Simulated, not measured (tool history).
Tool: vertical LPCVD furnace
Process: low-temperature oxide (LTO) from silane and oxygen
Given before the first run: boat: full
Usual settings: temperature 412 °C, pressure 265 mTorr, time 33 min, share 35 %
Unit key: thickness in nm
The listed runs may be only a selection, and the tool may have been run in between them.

| run | hour | temperature | pressure | time | share | wafers since the last listed run | hours since the last temperature calibration | hours since the pressure gauge was zeroed | hours since the silane flow controller was replaced | hours since the gauge calibration | read-back reference wafer on the same gauge, thickness | thickness |
|---|---|---|---|---|---|---|---|---|---|---|---|---|
| 1 | 0 | 412 | 265 | 28 | 35 | 0 | 2595.8 | 1151 | 2957.8 | 865.7 | 366.54 | 375.39 |
| 2 | 48.1 | 412 | 265 | 33 | 33 | 804 | 2643.9 | 1199.1 | 3005.9 | 913.8 | 366.98 | 410.2 |
| 3 | 110.6 | 412 | 265 | 33 | 33 | 1045 | 2706.4 | 1261.6 | 3068.4 | 976.3 | 366.82 | 410.54 |
| 4 | 171.1 | 412 | 265 | 33 | 35 | 1012 | 2766.9 | 1322.1 | 3128.9 | 1036.8 | 367.07 | 444.62 |
| 5 | 226 | 412 | 265 | 33 | 35 | 918 | 2821.8 | 1377 | 3183.8 | 1091.7 | 366.94 | 442.46 |
| 6 | 270.7 | 412 | 265 | 33 | 35 | 747 | 2866.5 | 1421.7 | 3228.5 | 1136.4 | 366.76 | 442.92 |
| 7 | 309.1 | 412 | 265 | 33 | 35 | 642 | 2904.9 | 1460.1 | 3266.9 | 1174.8 | 367.34 | 445.11 |
| 8 | 370.1 | 409 | 265 | 33 | 35 | 1020 | 2965.9 | 1521.1 | 3327.9 | 1235.8 | 367.61 | 428.16 |
| 9 | 423.1 | 409 | 265 | 33 | 35 | 886 | 3018.9 | 1574.1 | 3380.9 | 1288.8 | 366.89 | 431.13 |
| 10 | 472.4 | 409 | 265 | 33 | 35 | 824 | 3068.2 | 1623.4 | 3430.2 | 1338.1 | 366.75 | 429.06 |
|  | 547.2 | silane flow controller replaced |
| 11 | 547.7 | 412 | 265 | 43.5 | 35 | 858 | 3143.5 | 1698.7 | 0.5 | 1413.4 | 366.67 | 586.59 |
| 12 | 575.8 | 412 | 265 | 33 | 35 | 470 | 3171.6 | 1726.8 | 28.6 | 1441.5 | 367.41 | 441.9 |
| 13 | 617.9 | 414 | 265 | 33 | 35 | 704 | 3213.7 | 1768.9 | 70.7 | 1483.6 | 366.92 | 455.77 |
|  | 635.5 | gauge calibrated |
| 14 | 681.4 | 412 | 265 | 41.5 | 35 | 1062 | 3277.2 | 1832.4 | 134.2 | 45.9 | 367.11 | 560.36 |
|  | 757.8 | thermocouples replaced and temperature profile calibrated |
| 15 | 758.3 | 422 | 240 | 33 | 31 | 885 | 0.5 | 1909.3 | 211.1 | 122.8 | 366.95 | 363.77 |

Forecast run 16:
| 16 | 798.4 | 412 | 265 | 26 | 35 | 670 | 40.6 | 1949.4 | 251.2 | 162.9 | ? | ? |

{"run 16": {"read-back reference wafer on the same gauge, thickness": 366.54, "thickness": 337.63}}
Were there no unlogged condition in the tool, this run, its random variation unchanged, would have produced thickness 337.1 nm.
